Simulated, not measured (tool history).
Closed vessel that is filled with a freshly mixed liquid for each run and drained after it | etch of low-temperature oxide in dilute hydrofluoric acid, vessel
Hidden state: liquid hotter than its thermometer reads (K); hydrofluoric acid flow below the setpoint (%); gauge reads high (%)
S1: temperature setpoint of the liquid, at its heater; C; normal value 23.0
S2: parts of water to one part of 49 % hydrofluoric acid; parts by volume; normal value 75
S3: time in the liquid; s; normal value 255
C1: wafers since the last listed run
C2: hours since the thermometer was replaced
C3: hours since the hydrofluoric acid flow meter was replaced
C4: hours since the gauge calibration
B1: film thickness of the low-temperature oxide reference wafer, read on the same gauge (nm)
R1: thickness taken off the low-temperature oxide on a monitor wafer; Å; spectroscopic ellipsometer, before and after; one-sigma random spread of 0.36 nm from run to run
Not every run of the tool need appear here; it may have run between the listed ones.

{"run": 1, "hour": 0.0, "S1": 26.0, "S2": 75, "S3": 255, "C1": 0, "C2": 2631.3, "C3": 1773.2, "C4": 93.6, "B1": 150.0, "R1": 494.7}
{"run": 2, "hour": 9.0, "S1": 23.0, "S2": 75, "S3": 255, "C1": 966, "C2": 2640.3, "C3": 1782.2, "C4": 102.6, "B1": 150.01, "R1": 436.8}
{"run": 3, "hour": 62.5, "S1": 23.0, "S2": 75, "S3": 255, "C1": 5747, "C2": 2693.8, "C3": 1835.7, "C4": 156.1, "B1": 150.0, "R1": 434.5}
{"run": 4, "hour": 79.3, "S1": 23.0, "S2": 75, "S3": 255, "C1": 1804, "C2": 2710.6, "C3": 1852.5, "C4": 172.9, "B1": 150.01, "R1": 429.6}
{"run": 5, "hour": 90.7, "S1": 23.0, "S2": 75, "S3": 255, "C1": 1224, "C2": 2722.0, "C3": 1863.9, "C4": 184.3, "B1": 149.99, "R1": 434.7}
{"run": 6, "hour": 100.4, "S1": 23.0, "S2": 75, "S3": 255, "C1": 1042, "C2": 2731.7, "C3": 1873.6, "C4": 194.0, "B1": 150.01, "R1": 432.3}
{"run": 7, "hour": 115.7, "S1": 23.0, "S2": 75, "S3": 255, "C1": 1643, "C2": 2747.0, "C3": 1888.9, "C4": 209.3, "B1": 150.03, "R1": 433.9}
{"run": 8, "hour": 132.8, "S1": 23.0, "S2": 75, "S3": 255, "C1": 1837, "C2": 2764.1, "C3": 1906.0, "C4": 226.4, "B1": 149.99, "R1": 436.6}
{"hour": 146.5, "done": "gauge calibrated"}
{"run": 9, "hour": 150.7, "S1": 23.0, "S2": 75, "S3": 255, "C1": 1922, "C2": 2782.0, "C3": 1923.9, "C4": 4.2, "B1": 150.0, "R1": 435.7}
{"run": 10, "hour": 159.7, "S1": 23.0, "S2": 55, "S3": 255, "C1": 966, "C2": 2791.0, "C3": 1932.9, "C4": 13.2, "B1": 150.0, "R1": 610.2}
{"run": 11, "hour": 165.9, "S1": 23.0, "S2": 55, "S3": 255, "C1": 666, "C2": 2797.2, "C3": 1939.1, "C4": 19.4, "B1": 150.02, "R1": 603.4}
{"run": 12, "hour": 173.3, "S1": 25.5, "S2": 75, "S3": 255, "C1": 794, "C2": 2804.6, "C3": 1946.5, "C4": 26.8, "B1": 150.0, "R1": 482.3}
{"hour": 179.1, "done": "thermometer replaced"}
{"run": 13, "hour": 190.0, "S1": 23.0, "S2": 75, "S3": 255, "C1": 1686, "C2": 10.9, "C3": 1963.2, "C4": 43.5, "B1": 150.01, "R1": 433.2}
{"run": 14, "hour": 200.8, "S1": 27.5, "S2": 75, "S3": 255, "C1": 1160, "C2": 21.7, "C3": 1974.0, "C4": 54.3, "B1": 149.97, "R1": 513.9}
{"run": 15, "hour": 213.4, "S1": 27.0, "S2": 75, "S3": 185, "C1": 1353, "C2": 34.3, "C3": 1986.6, "C4": 66.9, "B1": 150.0, "R1": 364.3}
{"run": 16, "hour": 225.7, "S1": 19.5, "S2": 40, "S3": 370, "C1": 1321, "C2": 46.6, "C3": 1998.9, "C4": 79.2, "B1": 149.99, "R1": 1057.6}
{"hour": 229.7, "done": "hydrofluoric acid flow meter replaced"}
{"run": 17, "hour": 239.0, "S1": 23.0, "S2": 90, "S3": 255, "C1": 1321, "C2": 59.9, "C3": 9.3, "C4": 92.5, "B1": 150.0, "R1": 401.9}
{"run": 18, "hour": 246.1, "S1": 27.5, "S2": 95, "S3": 100, "C1": 762, "C2": 67.0, "C3": 16.4, "C4": 99.6, "B1": 149.99, "R1": 177.9}
{"run": 19, "hour": 256.5, "S1": 23.0, "S2": 75, "S3": 255, "C1": 1117, "C2": 77.4, "C3": 26.8, "C4": 110.0, "B1": 150.03, "R1": 494.8}
{"run": 20, "hour": 270.2, "S1": 23.0, "S2": 65, "S3": 255, "C1": 1471, "C2": 91.1, "C3": 40.5, "C4": 123.7, "B1": 150.01, "R1": 577.5}
{"run": 21, "hour": 278.5, "S1": 27.5, "S2": 60, "S3": 320, "C1": 891, "C2": 99.4, "C3": 48.8, "C4": 132.0, "B1": 149.99, "R1": 952.7}
{"run": 22, "hour": 287.0, "S1": 26.0, "S2": 85, "S3": 410, "C1": 913, "C2": 107.9, "C3": 57.3, "C4": 140.5, "B1": 150.0, "R1": 776.1}
{"run": 23, "hour": 303.0, "S1": 23.0, "S2": 75, "S3": 255, "C1": 1718, "C2": 123.9, "C3": 73.3, "C4": 156.5, "B1": 149.98, "R1": 484.4}
{"run": 24, "hour": 319.9, "S1": 26.5, "S2": 50, "S3": 185, "C1": 1815, "C2": 140.8, "C3": 90.2, "C4": 173.4, "B1": 150.0, "R1": 630.6}
{"run": 25, "hour": 326.4, "S1": 25.0, "S2": 40, "S3": 350, "C1": 698, "C2": 147.3, "C3": 96.7, "C4": 179.9, "B1": 150.0, "R1": 1444.2}
{"run": 26, "hour": 342.6, "S1": 23.0, "S2": 110, "S3": 255, "C1": 1740, "C2": 163.5, "C3": 112.9, "C4": 196.1, "B1": 149.99, "R1": 321.6}
{"run": 27, "hour": 356.2, "S1": 23.0, "S2": 75, "S3": 255, "C1": 1461, "C2": 177.1, "C3": 126.5, "C4": 209.7, "B1": 150.0, "R1": 493.3}
{"run": 28, "hour": 368.8, "S1": 26.5, "S2": 40, "S3": 215, "C1": 1353, "C2": 189.7, "C3": 139.1, "C4": 222.3, "B1": 150.0, "R1": 942.7}
{"run": 29, "hour": 378.8, "S1": 26.5, "S2": 100, "S3": 350, "C1": 1074, "C2": 199.7, "C3": 149.1, "C4": 232.3, "B1": 149.97, "R1": 559.7}
{"run": 30, "hour": 392.5, "S1": 27.5, "S2": 60, "S3": 320, "C1": 1471, "C2": 213.4, "C3": 162.8, "C4": 246.0, "B1": 150.0, "R1": 939.9}
{"run": 31, "hour": 409.0, "S1": 23.0, "S2": 75, "S3": 255, "C1": 1772, "C2": 229.9, "C3": 179.3, "C4": 262.5, "B1": 150.0, "R1": 489.4}
{"run": 32, "hour": 426.4, "S1": 23.0, "S2": 75, "S3": 255, "C1": 1869, "C2": 247.3, "C3": 196.7, "C4": 279.9, "B1": 149.99, "R1": 486.6}

Results per run with the tool's hidden condition removed, run-to-run variation unchanged:
run=1 R1=566.8
run=2 R1=500.3
run=3 R1=499.8
run=4 R1=494.8
run=5 R1=501.2
run=6 R1=498.7
run=7 R1=501.2
run=8 R1=505.0
run=9 R1=504.7
run=10 R1=705.1
run=11 R1=697.5
run=12 R1=560.1
run=13 R1=503.3
run=14 R1=598.5
run=15 R1=424.7
run=16 R1=1224.1
run=17 R1=406.6
run=18 R1=180.2
run=19 R1=501.1
run=20 R1=585.4
run=21 R1=966.3
run=22 R1=788.0
run=23 R1=492.2
run=24 R1=641.3
run=25 R1=1469.0
run=26 R1=327.9
run=27 R1=503.2
run=28 R1=961.7
run=29 R1=572.1
run=30 R1=961.0
run=31 R1=501.1
run=32 R1=498.8
